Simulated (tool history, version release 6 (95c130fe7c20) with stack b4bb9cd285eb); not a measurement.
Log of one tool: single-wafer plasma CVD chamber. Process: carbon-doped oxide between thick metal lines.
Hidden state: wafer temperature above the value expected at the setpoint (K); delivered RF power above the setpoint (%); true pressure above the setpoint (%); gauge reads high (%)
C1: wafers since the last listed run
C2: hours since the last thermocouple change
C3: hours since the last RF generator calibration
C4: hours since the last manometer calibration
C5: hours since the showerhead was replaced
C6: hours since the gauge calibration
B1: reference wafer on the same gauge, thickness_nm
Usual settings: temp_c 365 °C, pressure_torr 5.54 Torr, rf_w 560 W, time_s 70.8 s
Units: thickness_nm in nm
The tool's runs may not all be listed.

Run 1, hour 0.0: usual settings but temp_c 376 °C; C1 0; C2 1722.6; C3 254.1; C4 1671.3; C5 2581.3; C6 599.4; B1 344.359. Result: thickness_nm 365.522 nm.
At hour 133.0: gauge calibrated.
Run 2, hour 303.8: usual settings but temp_c 376 °C; C1 5200; C2 2026.4; C3 557.9; C4 1975.1; C5 2885.1; C6 170.8; B1 344.090. Result: thickness_nm 365.951 nm.
Run 3, hour 348.3: usual settings but temp_c 376 °C; C1 761; C2 2070.9; C3 602.4; C4 2019.6; C5 2929.6; C6 215.3; B1 344.029. Result: thickness_nm 365.638 nm.
Run 4, hour 432.5: usual settings; C1 1441; C2 2155.1; C3 686.6; C4 2103.8; C5 3013.8; C6 299.5; B1 344.102. Result: thickness_nm 379.139 nm.
Run 5, hour 475.2: usual settings; C1 730; C2 2197.8; C3 729.3; C4 2146.5; C5 3056.5; C6 342.2; B1 343.566. Result: thickness_nm 371.488 nm.
Run 6, hour 520.5: usual settings but time_s 79.5 s; C1 775; C2 2243.1; C3 774.6; C4 2191.8; C5 3101.8; C6 387.5; B1 343.842. Result: thickness_nm 423.518 nm.
Run 7, hour 574.3: usual settings but time_s 79.5 s; C1 920; C2 2296.9; C3 828.4; C4 2245.6; C5 3155.6; C6 441.3; B1 343.803. Result: thickness_nm 422.886 nm.
Run 8, hour 630.7: usual settings but temp_c 351 °C, pressure_torr 4.45 Torr, rf_w 505 W, time_s 79.7 s; C1 965; C2 2353.3; C3 884.8; C4 2302.0; C5 3212.0; C6 497.7; B1 344.021. Result: thickness_nm 407.201 nm.
At hour 740.3: thermocouple changed; heater temperature recalibrated.
Run 9, hour 740.8: usual settings but pressure_torr 6.88 Torr, time_s 78.8 s; C1 1747; C2 0.5; C3 994.9; C4 2412.1; C5 3322.1; C6 607.8; B1 344.000. Result: thickness_nm 427.828 nm.
Run 10, hour 773.3: usual settings but pressure_torr 4.97 Torr, rf_w 600 W; C1 556; C2 33.0; C3 1027.4; C4 2444.6; C5 3354.6; C6 640.3; B1 343.935. Result: thickness_nm 378.432 nm.
At hour 819.6: gauge calibrated.
Run 11, hour 869.6: usual settings but rf_w 660 W; C1 1648; C2 129.3; C3 1123.7; C4 2540.9; C5 3450.9; C6 50.0; B1 343.902. Result: thickness_nm 400.216 nm.
At hour 887.2: RF generator calibrated.
At hour 897.3: capacitance manometer re-zeroed and calibrated.
At hour 933.1: showerhead replaced.
Run 12, hour 972.3: usual settings but temp_c 361 °C, rf_w 525 W; C1 1347; C2 232.0; C3 85.1; C4 75.0; C5 39.2; C6 152.7; B1 343.852. Result: thickness_nm 370.876 nm.
Run 13, hour 1019.1: usual settings; C1 801; C2 278.8; C3 131.9; C4 121.8; C5 86.0; C6 199.5; B1 344.375. Result: thickness_nm 376.519 nm.
Run 14, hour 1124.4: usual settings but temp_c 373 °C, pressure_torr 4.72 Torr, rf_w 670 W, time_s 83.0 s; C1 1802; C2 384.1; C3 237.2; C4 227.1; C5 191.3; C6 304.8; B1 343.940. Result: thickness_nm 444.182 nm.
Run 15, hour 1220.1: usual settings; C1 1638; C2 479.8; C3 332.9; C4 322.8; C5 287.0; C6 400.5; B1 343.314. Result: thickness_nm 373.026 nm.

How the hidden state differs across the entries between the runs, from the last listed run before each to the first after it:
Between runs 1 and 2: gauge calibrated (hour 133.0)
  no hidden state differs between the two runs
Between runs 8 and 9: thermocouple changed; heater temperature recalibrated (hour 740.3)
  no hidden state differs between the two runs
Between runs 10 and 11: gauge calibrated (hour 819.6)
  no hidden state differs between the two runs
Between runs 11 and 12: RF generator calibrated (hour 887.2); capacitance manometer re-zeroed and calibrated (hour 897.3); showerhead replaced (hour 933.1)
  no hidden state differs between the two runs

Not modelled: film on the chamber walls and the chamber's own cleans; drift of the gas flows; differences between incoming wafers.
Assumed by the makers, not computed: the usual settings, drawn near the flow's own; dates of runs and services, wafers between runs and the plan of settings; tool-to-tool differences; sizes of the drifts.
